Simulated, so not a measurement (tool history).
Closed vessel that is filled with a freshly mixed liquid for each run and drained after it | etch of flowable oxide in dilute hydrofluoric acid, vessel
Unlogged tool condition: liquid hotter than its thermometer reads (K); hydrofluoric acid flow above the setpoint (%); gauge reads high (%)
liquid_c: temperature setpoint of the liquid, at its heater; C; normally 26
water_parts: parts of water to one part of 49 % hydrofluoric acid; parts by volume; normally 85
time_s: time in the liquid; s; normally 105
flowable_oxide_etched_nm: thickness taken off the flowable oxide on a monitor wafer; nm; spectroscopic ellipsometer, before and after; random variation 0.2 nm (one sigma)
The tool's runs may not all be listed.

run   hour  liquid_c  water_parts  time_s  wafers since the last listed run  hours since the thermometer was replaced  hours since the hydrofluoric acid flow meter was replaced  hours since the gauge calibration  read-back film thickness of the flowable oxide reference wafer, read on the same gauge (nm)  flowable_oxide_etched_nm
  1      0        26           65     105                                 0                                    1404.9                                                      759.8                                416                                                                                        89.98                     49.07
  2   63.8        26           65     105                              6498                                    1468.7                                                      823.6                              479.8                                                                                        89.99                     48.93
  3  118.4        26           65     105                              5561                                    1523.3                                                      878.2                              534.4                                                                                        89.99                     49.09
  4  143.3        26           85     105                              2536                                    1548.2                                                      903.1                              559.3                                                                                        90.02                     36.75
  5  214.4        26           85     105                              7242                                    1619.3                                                      974.2                              630.4                                                                                        90.04                     36.36
  6  262.9        26           85     105                              4940                                    1667.8                                                     1022.7                              678.9                                                                                        90.02                     36.13
  7  322.1      24.5           85     105                              6030                                      1727                                                     1081.9                              738.1                                                                                        90.03                     34.23
  8  364.2      29.5           55      50                              4288                                    1769.1                                                       1124                              780.2                                                                                        90.03                     32.26
     446.1  -- gauge calibrated
     483.5  -- hydrofluoric acid flow meter replaced
       491  -- thermometer replaced
  9    529        26           85     145                             16582                                        38                                                       45.5                               82.9                                                                                           90                     50.59
 10  574.5        26           85     105                              4634                                      83.5                                                         91                              128.4                                                                                        90.02                     36.75
 11  628.8        30           85     105                              5530                                     137.8                                                      145.3                              182.7                                                                                           90                      42.4
 12  699.3        26          100      65                              7181                                     208.3                                                      215.8                              253.2                                                                                        90.01                     19.02
 13    755        26           85     165                              5673                                       264                                                      271.5                              308.9                                                                                        89.98                     58.02
 14  826.2        23           85     105                              7252                                     335.2                                                      342.7                              380.1                                                                                        90.01                     32.61

Across each entry between runs, compare the hidden state at the last listed run before it with the hidden state at the first listed run after it:
From run 8 to run 9: gauge calibrated (hour 446.1); hydrofluoric acid flow meter replaced (hour 483.5); thermometer replaced (hour 491)
  the hidden state is the same at both runs
